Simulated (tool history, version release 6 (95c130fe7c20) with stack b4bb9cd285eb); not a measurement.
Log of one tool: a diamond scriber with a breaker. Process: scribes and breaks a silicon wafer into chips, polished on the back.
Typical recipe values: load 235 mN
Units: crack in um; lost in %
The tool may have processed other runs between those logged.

run,hour,load,"incoming depth of the damage left on the back of the incoming wafer, um",crack,lost
1,0,235,0.03,13.11,1.83
2,50.4,235,0.04,12.82,1.73
3,78.7,235,0.02,13,1.72
4,103.5,235,0.02,13.15,1.85
5,145.6,235,0.04,13.07,1.58
6,178.9,235,0.02,13.24,1.58
7,215.4,235,0.04,13.16,1.62
8,396.9,235,0.05,13.35,1.84
9,438,235,0.02,13.04,1.86
# hour 482.1: diamond tip replaced by a new one
10,492.5,235,0.02,13.09,1.74
11,517.7,235,0.04,13.48,2
12,588.7,184,0.04,10.83,2.9
13,651.2,184,0.02,10.69,2.7
# hour 711.6: load on the tip recalibrated
14,717.7,235,0.01,13.73,2.7
15,758.8,298,0.03,16.72,10.42
16,796.7,303,0.03,17.45,10.21
17,859.8,292,0.03,16.84,10.69
18,927.8,260,0.03,15.02,6.25
19,957.8,235,0.03,14.22,3.45
# hour 985.1: load on the tip recalibrated, repeated, since the last time left the tool worse
20,997.3,199,0.02,10.83,2.77
21,1035.8,255,0.04,13.35,2.11
22,1068.9,201,0.04,10.94,2.44
23,1095.5,215,0.01,11.71,1.75
24,1137.4,188,0.02,10.48,3.45
25,1176.6,166,0.04,9.55,8.62
# hour 1220.1: diamond tip replaced by a new one
26,1220.6,205,0.01,11.51,1.8
27,1281.2,235,0.05,12.74,1.43
28,1321.3,283,0.02,15.04,5.08

Some steps in crack between neighbouring runs. How much of each would the tool show without its hidden state too (settings, what came in, random variation), and how much is left for the hidden state, with any gauge scatter that isn't in both results?
The hidden state here: share of the diamond tip's cutting effectiveness lost through wear, %; deviation of the load on the tip from its setpoint, %.
Run 13 -> 14: load 184 -> 235, load on the tip recalibrated. crack +3.04 um: hidden state +0.79, all else +2.25.
Run 19 -> 20: load 235 -> 199, load on the tip recalibrated, repeated, since the last time left the tool worse. crack -3.39 um: hidden state -1.79, all else -1.6.

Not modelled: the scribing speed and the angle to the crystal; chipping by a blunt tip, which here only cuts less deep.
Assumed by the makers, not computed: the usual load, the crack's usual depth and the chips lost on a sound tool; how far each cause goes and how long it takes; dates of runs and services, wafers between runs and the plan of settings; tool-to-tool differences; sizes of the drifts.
